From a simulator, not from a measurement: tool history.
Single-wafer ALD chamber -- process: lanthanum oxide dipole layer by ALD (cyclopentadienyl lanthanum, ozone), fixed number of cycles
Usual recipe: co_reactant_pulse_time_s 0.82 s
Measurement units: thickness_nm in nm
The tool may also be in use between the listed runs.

run,hour,co_reactant_pulse_time_s,"read-back reference wafer on the same gauge, thickness_nm",thickness_nm
1,0.0,0.82,0.404,0.471
2,26.8,0.82,0.403,0.476
3,61.9,0.82,0.404,0.472
4,120.4,0.82,0.404,0.470
5,153.3,0.82,0.404,0.463
6,224.7,0.82,0.404,0.458
# hour 288.0: ozone generator serviced
7,349.6,0.82,0.404,0.429
# hour 381.9: ozone generator serviced, repeated, since the last time left the tool worse
8,403.4,0.82,0.404,0.487
# hour 445.2: showerhead replaced
9,445.7,0.96,0.403,0.530
10,481.0,0.50,0.404,0.301
# hour 501.2: thermocouple changed; heater temperature recalibrated
# hour 518.3: gauge calibrated
11,535.2,0.95,0.404,0.530
12,569.3,1.08,0.404,0.553
13,608.7,0.73,0.404,0.450
14,668.4,0.82,0.404,0.489

Consider 5 possible next runs. They are alternatives, not a sequence: every one starts from the tool as it was left by run 14. What does each give?
A,668.8,1.07,?,?
B,668.8,1.00,?,?
C,668.8,1.03,?,?
D,668.8,0.68,?,?
E,668.8,1.15,?,?

run,"read-back reference wafer on the same gauge, thickness_nm",thickness_nm
A,0.404,0.553
B,0.404,0.540
C,0.404,0.546
D,0.404,0.427
E,0.404,0.566
With the hidden condition removed and each run's random variation left untouched, the same runs would have given:
run,thickness_nm
A,0.559
B,0.545
C,0.551
D,0.435
E,0.571
